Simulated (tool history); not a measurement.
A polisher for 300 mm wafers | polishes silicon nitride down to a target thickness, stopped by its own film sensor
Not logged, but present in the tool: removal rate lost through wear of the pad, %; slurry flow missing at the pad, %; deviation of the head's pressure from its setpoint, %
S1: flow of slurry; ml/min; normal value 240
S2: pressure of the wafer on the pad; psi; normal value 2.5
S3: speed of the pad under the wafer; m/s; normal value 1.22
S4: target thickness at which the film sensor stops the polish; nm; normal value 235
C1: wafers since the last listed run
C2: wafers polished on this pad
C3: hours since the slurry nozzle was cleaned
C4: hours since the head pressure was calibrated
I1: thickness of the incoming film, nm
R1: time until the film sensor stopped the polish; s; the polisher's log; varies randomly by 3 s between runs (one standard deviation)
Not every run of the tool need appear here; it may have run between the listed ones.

run 1 hour=0 | S1=240 S2=2.5 S3=1.5 S4=251 | C1=0 C2=119 C3=545 C4=411.5 | I1=451 | R1=120.8
run 2 hour=9.8 | S1=240 S2=2.5 S3=1.5 S4=251 | C1=53 C2=173 C3=554.8 C4=421.3 | I1=453.4 | R1=124.1
run 3 hour=23.5 | S1=240 S2=2.5 S3=1.5 S4=251 | C1=74 C2=247 C3=568.5 C4=435 | I1=450.6 | R1=125.1
run 4 hour=31.7 | S1=240 S2=3 S3=1.3 S4=235 | C1=44 C2=292 C3=576.7 C4=443.2 | I1=449.9 | R1=132.2
run 5 hour=47.6 | S1=240 S2=3 S3=1.3 S4=235 | C1=86 C2=379 C3=592.6 C4=459.1 | I1=456.4 | R1=135.6
run 6 hour=64.1 | S1=240 S2=2.5 S3=1.22 S4=235 | C1=90 C2=469 C3=609.1 C4=475.6 | I1=451.3 | R1=161.6
-- hour=70.4 slurry nozzle cleaned
run 7 hour=72.4 | S1=240 S2=2.5 S3=1.22 S4=235 | C1=39 C2=509 C3=2 C4=483.9 | I1=443 | R1=158.8
-- hour=82 head pressure recalibrated
run 8 hour=83.6 | S1=240 S2=2.5 S3=1.22 S4=235 | C1=50 C2=559 C3=13.2 C4=1.6 | I1=449.8 | R1=160.5
-- hour=101.2 worn pad replaced by a new one
run 9 hour=101.7 | S1=240 S2=2.5 S3=1.22 S4=235 | C1=76 C2=2 C3=31.3 C4=19.7 | I1=451.1 | R1=176.9
run 10 hour=110.1 | S1=240 S2=1.8 S3=1.22 S4=235 | C1=45 C2=48 C3=39.7 C4=28.1 | I1=447.8 | R1=219.6
run 11 hour=122.3 | S1=240 S2=2.5 S3=1.22 S4=235 | C1=66 C2=114 C3=51.9 C4=40.3 | I1=444.7 | R1=180.8
run 12 hour=132.8 | S1=240 S2=3 S3=1.52 S4=235 | C1=57 C2=172 C3=62.4 C4=50.8 | I1=458.1 | R1=133.7
-- hour=152.4 worn pad replaced by a new one, repeated, since the last time left the tool worse
run 13 hour=152.9 | S1=240 S2=2.8 S3=1.36 S4=235 | C1=87 C2=2 C3=82.5 C4=70.9 | I1=451.1 | R1=135.4
run 14 hour=168.4 | S1=165 S2=2.5 S3=1.02 S4=235 | C1=84 C2=87 C3=98 C4=86.4 | I1=441.8 | R1=181.8
run 15 hour=180.3 | S1=240 S2=2.5 S3=1.44 S4=235 | C1=64 C2=152 C3=109.9 C4=98.3 | I1=453.9 | R1=138.7
run 16 hour=192.6 | S1=240 S2=2.1 S3=1.04 S4=235 | C1=67 C2=219 C3=122.2 C4=110.6 | I1=448.9 | R1=193
run 17 hour=202.3 | S1=240 S2=2.5 S3=0.82 S4=235 | C1=52 C2=272 C3=131.9 C4=120.3 | I1=441.5 | R1=206
run 18 hour=211.6 | S1=240 S2=2.5 S3=1.22 S4=235 | C1=50 C2=322 C3=141.2 C4=129.6 | I1=442.6 | R1=150.6
run 19 hour=222.9 | S1=240 S2=2.5 S3=1.22 S4=235 | C1=61 C2=384 C3=152.5 C4=140.9 | I1=442.6 | R1=152.1

Hidden state at the last listed run before each entry between runs and at the first one after, where it differs:
Between runs 6 and 7: slurry nozzle cleaned (hour 70.4)
  removal rate lost through wear of the pad, %: 3.99 -> 4.7
  measured less the result without the state, R1: +6.5 -> +7.5 s
Between runs 7 and 8: head pressure recalibrated (hour 82)
  removal rate lost through wear of the pad, %: 4.7 -> 5.76
  measured less the result without the state, R1: +7.5 -> +9.3 s
Between runs 8 and 9: worn pad replaced by a new one (hour 101.2)
  removal rate lost through wear of the pad, %: 5.76 -> 14.4
  measured less the result without the state, R1: +9.3 -> +25.4 s
Between runs 12 and 13: worn pad replaced by a new one, repeated, since the last time left the tool worse (hour 152.4)
  removal rate lost through wear of the pad, %: 14.9 -> 0.515
  measured less the result without the state, R1: +19.9 -> +0.7 s
